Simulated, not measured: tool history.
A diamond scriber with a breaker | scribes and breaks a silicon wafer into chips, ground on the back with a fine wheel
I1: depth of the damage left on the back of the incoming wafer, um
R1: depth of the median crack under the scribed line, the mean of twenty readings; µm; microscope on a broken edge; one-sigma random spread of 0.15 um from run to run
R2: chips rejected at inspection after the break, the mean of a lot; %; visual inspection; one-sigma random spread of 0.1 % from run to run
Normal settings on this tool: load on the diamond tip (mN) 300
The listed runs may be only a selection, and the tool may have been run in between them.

{"run": 1, "hour": 0.0, "load on the diamond tip (mN)": 300, "I1": 2.64, "R1": 7.81, "R2": 4.08}
{"run": 2, "hour": 79.8, "load on the diamond tip (mN)": 300, "I1": 2.95, "R1": 7.56, "R2": 7.22}
{"run": 3, "hour": 141.9, "load on the diamond tip (mN)": 300, "I1": 2.76, "R1": 7.28, "R2": 7.85}
{"run": 4, "hour": 198.0, "load on the diamond tip (mN)": 300, "I1": 2.78, "R1": 7.48, "R2": 9.65}
{"run": 5, "hour": 249.0, "load on the diamond tip (mN)": 300, "I1": 2.05, "R1": 7.29, "R2": 6.57}
{"hour": 277.5, "done": "diamond tip replaced by a new one"}
{"run": 6, "hour": 344.8, "load on the diamond tip (mN)": 368, "I1": 2.18, "R1": 8.42, "R2": 2.48}
{"run": 7, "hour": 411.1, "load on the diamond tip (mN)": 368, "I1": 1.65, "R1": 8.68, "R2": 1.38}
{"run": 8, "hour": 453.0, "load on the diamond tip (mN)": 263, "I1": 2.55, "R1": 6.39, "R2": 25.75}
{"hour": 470.6, "done": "load on the tip recalibrated"}
{"run": 9, "hour": 610.2, "load on the diamond tip (mN)": 246, "I1": 2.83, "R1": 6.43, "R2": 23.04}
{"run": 10, "hour": 653.1, "load on the diamond tip (mN)": 246, "I1": 2.97, "R1": 6.46, "R2": 27.87}
{"run": 11, "hour": 718.5, "load on the diamond tip (mN)": 246, "I1": 1.82, "R1": 6.34, "R2": 22.32}
{"run": 12, "hour": 797.6, "load on the diamond tip (mN)": 300, "I1": 2.91, "R1": 7.22, "R2": 9.71}
{"hour": 820.6, "done": "diamond tip replaced by a new one"}
{"run": 13, "hour": 889.7, "load on the diamond tip (mN)": 300, "I1": 2.17, "R1": 7.25, "R2": 7.56}
{"run": 14, "hour": 961.4, "load on the diamond tip (mN)": 300, "I1": 2.26, "R1": 7.32, "R2": 8.28}
{"run": 15, "hour": 1037.3, "load on the diamond tip (mN)": 300, "I1": 2.48, "R1": 7.11, "R2": 10.25}
{"run": 16, "hour": 1084.1, "load on the diamond tip (mN)": 300, "I1": 1.52, "R1": 7.22, "R2": 6.62}
{"hour": 1088.0, "done": "load on the tip recalibrated"}
{"run": 17, "hour": 1149.6, "load on the diamond tip (mN)": 234, "I1": 2.71, "R1": 6.39, "R2": 25.68}
{"run": 18, "hour": 1392.5, "load on the diamond tip (mN)": 271, "I1": 1.65, "R1": 6.73, "R2": 15.86}
{"hour": 1442.5, "done": "diamond tip replaced by a new one"}
{"run": 19, "hour": 1471.1, "load on the diamond tip (mN)": 225, "I1": 1.73, "R1": 5.46, "R2": 42.3}
{"run": 20, "hour": 1558.0, "load on the diamond tip (mN)": 269, "I1": 1.97, "R1": 6.52, "R2": 20.07}
{"run": 21, "hour": 1643.8, "load on the diamond tip (mN)": 223, "I1": 2.3, "R1": 5.64, "R2": 46.37}
{"run": 22, "hour": 1681.4, "load on the diamond tip (mN)": 353, "I1": 2.59, "R1": 8.2, "R2": 3.71}
{"hour": 1705.1, "done": "load on the tip recalibrated"}
{"run": 23, "hour": 1786.4, "load on the diamond tip (mN)": 326, "I1": 1.83, "R1": 8.42, "R2": 1.64}
{"run": 24, "hour": 1880.8, "load on the diamond tip (mN)": 300, "I1": 2.25, "R1": 7.53, "R2": 5.01}
{"run": 25, "hour": 1932.9, "load on the diamond tip (mN)": 248, "I1": 1.94, "R1": 6.46, "R2": 20.66}
{"hour": 1959.2, "done": "diamond tip replaced by a new one"}
{"run": 26, "hour": 1989.7, "load on the diamond tip (mN)": 248, "I1": 2.48, "R1": 6.27, "R2": 27.24}
{"run": 27, "hour": 2081.3, "load on the diamond tip (mN)": 355, "I1": 1.8, "R1": 8.36, "R2": 1.59}
{"run": 28, "hour": 2176.3, "load on the diamond tip (mN)": 300, "I1": 1.8, "R1": 7.31, "R2": 6.93}
{"hour": 2188.8, "done": "load on the tip recalibrated"}
{"run": 29, "hour": 2266.2, "load on the diamond tip (mN)": 248, "I1": 2.23, "R1": 6.47, "R2": 16.62}
{"run": 30, "hour": 2355.5, "load on the diamond tip (mN)": 227, "I1": 2.56, "R1": 5.81, "R2": 34.53}
{"run": 31, "hour": 2449.2, "load on the diamond tip (mN)": 300, "I1": 2.75, "R1": 7.58, "R2": 7.78}
{"hour": 2559.1, "done": "diamond tip replaced by a new one"}
{"run": 32, "hour": 2575.1, "load on the diamond tip (mN)": 216, "I1": 2.37, "R1": 5.57, "R2": 46.5}
{"run": 33, "hour": 2658.1, "load on the diamond tip (mN)": 384, "I1": 2.25, "R1": 9.12, "R2": 4.11}
{"hour": 2708.2, "done": "load on the tip recalibrated"}
{"run": 34, "hour": 2719.9, "load on the diamond tip (mN)": 214, "I1": 2.79, "R1": 6.3, "R2": 36.08}

5 ways to go on from here, each from the tool as it stands after run 34. What would each give?
{"run": "A", "hour": 2720.5, "load on the diamond tip (mN)": 300, "I1": 1.61, "R1": "?", "R2": "?"}
{"run": "B", "hour": 2720.5, "load on the diamond tip (mN)": 386, "I1": 1.61, "R1": "?", "R2": "?"}
{"run": "C", "hour": 2720.5, "load on the diamond tip (mN)": 224, "I1": 1.61, "R1": "?", "R2": "?"}
{"run": "D", "hour": 2720.5, "load on the diamond tip (mN)": 210, "I1": 1.61, "R1": "?", "R2": "?"}
{"run": "E", "hour": 2720.5, "load on the diamond tip (mN)": 351, "I1": 1.61, "R1": "?", "R2": "?"}

run=A R1=8.23 R2=1.29
run=B R1=10.1 R2=12.28
run=C R1=6.38 R2=24.22
run=D R1=6.01 R2=33.52
run=E R1=9.36 R2=5.17
Stripped of hidden state, with their random variation kept, the same runs would have yielded:
run=A R1=8.37 R2=1.16
run=B R1=10.27 R2=14.28
run=C R1=6.49 R2=21.73
run=D R1=6.11 R2=30.8
run=E R1=9.52 R2=6.48
